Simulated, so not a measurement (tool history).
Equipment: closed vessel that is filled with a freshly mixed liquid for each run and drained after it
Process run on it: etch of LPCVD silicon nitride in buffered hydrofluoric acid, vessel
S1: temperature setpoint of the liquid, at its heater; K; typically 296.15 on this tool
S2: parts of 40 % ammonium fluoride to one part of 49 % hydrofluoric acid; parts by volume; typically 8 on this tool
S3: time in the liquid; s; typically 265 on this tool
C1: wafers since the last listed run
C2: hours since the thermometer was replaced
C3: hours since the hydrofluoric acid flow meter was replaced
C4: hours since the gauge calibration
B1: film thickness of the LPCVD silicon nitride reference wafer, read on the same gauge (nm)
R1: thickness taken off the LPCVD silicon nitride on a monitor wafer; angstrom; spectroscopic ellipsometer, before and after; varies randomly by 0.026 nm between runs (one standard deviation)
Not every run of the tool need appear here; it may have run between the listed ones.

{"run": 1, "hour": 0.0, "S1": 296.15, "S2": 9, "S3": 265, "C1": 0, "C2": 1261.7, "C3": 744.9, "C4": 1340.6, "B1": 99.998, "R1": 39.13}
{"run": 2, "hour": 50.6, "S1": 296.15, "S2": 8, "S3": 265, "C1": 4748, "C2": 1312.3, "C3": 795.5, "C4": 1391.2, "B1": 100.013, "R1": 43.04}
{"run": 3, "hour": 138.8, "S1": 296.15, "S2": 8, "S3": 265, "C1": 8276, "C2": 1400.5, "C3": 883.7, "C4": 1479.4, "B1": 99.995, "R1": 43.14}
{"hour": 280.8, "done": "hydrofluoric acid flow meter replaced"}
{"run": 4, "hour": 405.3, "S1": 296.15, "S2": 6.5, "S3": 165, "C1": 24914, "C2": 1667, "C3": 124.5, "C4": 1745.9, "B1": 99.996, "R1": 33.78}
{"run": 5, "hour": 464.2, "S1": 296.15, "S2": 6.5, "S3": 165, "C1": 5527, "C2": 1725.9, "C3": 183.4, "C4": 1804.8, "B1": 99.994, "R1": 33.77}
{"hour": 583.9, "done": "thermometer replaced"}
{"run": 6, "hour": 651.4, "S1": 296.15, "S2": 10, "S3": 265, "C1": 17472, "C2": 67.5, "C3": 370.6, "C4": 1992, "B1": 100.003, "R1": 37.88}
{"run": 7, "hour": 806.4, "S1": 296.15, "S2": 10, "S3": 265, "C1": 14545, "C2": 222.5, "C3": 525.6, "C4": 2147, "B1": 100.003, "R1": 37.32}
{"run": 8, "hour": 903.0, "S1": 296.15, "S2": 10, "S3": 265, "C1": 9064, "C2": 319.1, "C3": 622.2, "C4": 2243.6, "B1": 99.997, "R1": 37.08}
{"run": 9, "hour": 997.8, "S1": 296.15, "S2": 6.5, "S3": 265, "C1": 8895, "C2": 413.9, "C3": 717, "C4": 2338.4, "B1": 100.029, "R1": 54.89}
{"run": 10, "hour": 1088.2, "S1": 296.15, "S2": 7, "S3": 265, "C1": 8483, "C2": 504.3, "C3": 807.4, "C4": 2428.8, "B1": 100.005, "R1": 51.31}
{"hour": 1144.9, "done": "hydrofluoric acid flow meter replaced"}
{"run": 11, "hour": 1190.1, "S1": 296.15, "S2": 7, "S3": 265, "C1": 9468, "C2": 606.2, "C3": 45.2, "C4": 2530.7, "B1": 99.982, "R1": 53.03}
{"run": 12, "hour": 1262.1, "S1": 296.15, "S2": 8, "S3": 265, "C1": 6756, "C2": 678.2, "C3": 117.2, "C4": 2602.7, "B1": 99.995, "R1": 45.44}
{"run": 13, "hour": 1317.4, "S1": 296.15, "S2": 8, "S3": 265, "C1": 5189, "C2": 733.5, "C3": 172.5, "C4": 2658, "B1": 100.001, "R1": 45.64}
{"run": 14, "hour": 1415.5, "S1": 296.15, "S2": 6, "S3": 265, "C1": 9205, "C2": 831.6, "C3": 270.6, "C4": 2756.1, "B1": 100.005, "R1": 60.07}
{"run": 15, "hour": 1463.5, "S1": 291.65, "S2": 10.5, "S3": 360, "C1": 4504, "C2": 879.6, "C3": 318.6, "C4": 2804.1, "B1": 100.027, "R1": 36.9}
{"run": 16, "hour": 1528.2, "S1": 294.15, "S2": 5, "S3": 265, "C1": 6071, "C2": 944.3, "C3": 383.3, "C4": 2868.8, "B1": 100, "R1": 61.48}
{"run": 17, "hour": 1608.3, "S1": 296.15, "S2": 6.5, "S3": 350, "C1": 7516, "C2": 1024.4, "C3": 463.4, "C4": 2948.9, "B1": 100.009, "R1": 72.27}
{"run": 18, "hour": 1695.8, "S1": 296.15, "S2": 8, "S3": 265, "C1": 8210, "C2": 1111.9, "C3": 550.9, "C4": 3036.4, "B1": 99.997, "R1": 43.92}
{"run": 19, "hour": 1774.4, "S1": 296.15, "S2": 8, "S3": 265, "C1": 7375, "C2": 1190.5, "C3": 629.5, "C4": 3115, "B1": 100.017, "R1": 43.67}
{"hour": 1831.2, "done": "gauge calibrated"}
{"run": 20, "hour": 1855.6, "S1": 296.15, "S2": 10, "S3": 215, "C1": 7619, "C2": 1271.7, "C3": 710.7, "C4": 24.4, "B1": 100.008, "R1": 28.9}
{"run": 21, "hour": 1947.4, "S1": 296.15, "S2": 8, "S3": 265, "C1": 8614, "C2": 1363.5, "C3": 802.5, "C4": 116.2, "B1": 99.993, "R1": 43.06}
{"run": 22, "hour": 2026.4, "S1": 296.15, "S2": 8, "S3": 265, "C1": 7413, "C2": 1442.5, "C3": 881.5, "C4": 195.2, "B1": 100.001, "R1": 43.12}
{"run": 23, "hour": 2092.5, "S1": 291.65, "S2": 8, "S3": 135, "C1": 6202, "C2": 1508.6, "C3": 947.6, "C4": 261.3, "B1": 99.996, "R1": 16.81}
{"run": 24, "hour": 2179.5, "S1": 296.15, "S2": 8, "S3": 265, "C1": 8163, "C2": 1595.6, "C3": 1034.6, "C4": 348.3, "B1": 99.999, "R1": 42.5}
{"hour": 2202.1, "done": "hydrofluoric acid flow meter replaced"}
{"run": 25, "hour": 2244.5, "S1": 298.65, "S2": 8, "S3": 355, "C1": 6005, "C2": 1660.6, "C3": 42.4, "C4": 413.3, "B1": 99.991, "R1": 68.04}
{"run": 26, "hour": 2339.8, "S1": 296.15, "S2": 8, "S3": 115, "C1": 8942, "C2": 1755.9, "C3": 137.7, "C4": 508.6, "B1": 100.004, "R1": 19.11}
{"run": 27, "hour": 2379.9, "S1": 296.15, "S2": 8, "S3": 150, "C1": 3762, "C2": 1796, "C3": 177.8, "C4": 548.7, "B1": 100.004, "R1": 24.58}
{"hour": 2426.1, "done": "thermometer replaced"}
{"run": 28, "hour": 2451.0, "S1": 299.15, "S2": 8, "S3": 410, "C1": 6578, "C2": 24.9, "C3": 248.9, "C4": 619.8, "B1": 100.011, "R1": 83.86}
{"run": 29, "hour": 2489.5, "S1": 298.65, "S2": 6, "S3": 265, "C1": 3612, "C2": 63.4, "C3": 287.4, "C4": 658.3, "B1": 100.017, "R1": 70.28}
{"run": 30, "hour": 2536.4, "S1": 296.15, "S2": 8, "S3": 265, "C1": 4401, "C2": 110.3, "C3": 334.3, "C4": 705.2, "B1": 100.017, "R1": 45.31}
{"run": 31, "hour": 2575.0, "S1": 296.15, "S2": 8, "S3": 195, "C1": 3622, "C2": 148.9, "C3": 372.9, "C4": 743.8, "B1": 100.006, "R1": 33.6}
{"run": 32, "hour": 2682.8, "S1": 296.15, "S2": 8, "S3": 265, "C1": 10115, "C2": 256.7, "C3": 480.7, "C4": 851.6, "B1": 99.99, "R1": 45.47}
{"run": 33, "hour": 2790.5, "S1": 298.15, "S2": 9, "S3": 315, "C1": 10106, "C2": 364.4, "C3": 588.4, "C4": 959.3, "B1": 99.998, "R1": 53.57}

3 ways to go on from here, each from the tool as it stands after run 33. What would each give?
{"run": "A", "hour": 2791.2, "S1": 296.15, "S2": 8, "S3": 265, "C1": 65, "C2": 365.1, "C3": 589.1, "C4": 960, "B1": "?", "R1": "?"}
{"run": "B", "hour": 2791.2, "S1": 293.65, "S2": 7, "S3": 370, "C1": 65, "C2": 365.1, "C3": 589.1, "C4": 960, "B1": "?", "R1": "?"}
{"run": "C", "hour": 2791.2, "S1": 297.65, "S2": 9, "S3": 265, "C1": 65, "C2": 365.1, "C3": 589.1, "C4": 960, "B1": "?", "R1": "?"}

run=A B1=100.007 R1=44.92
run=B B1=100.007 R1=63.1
run=C B1=100.007 R1=43.65
Without the tool's unlogged condition, the same runs would have read:
run=A R1=47.51
run=B R1=66.74
run=C R1=45.38
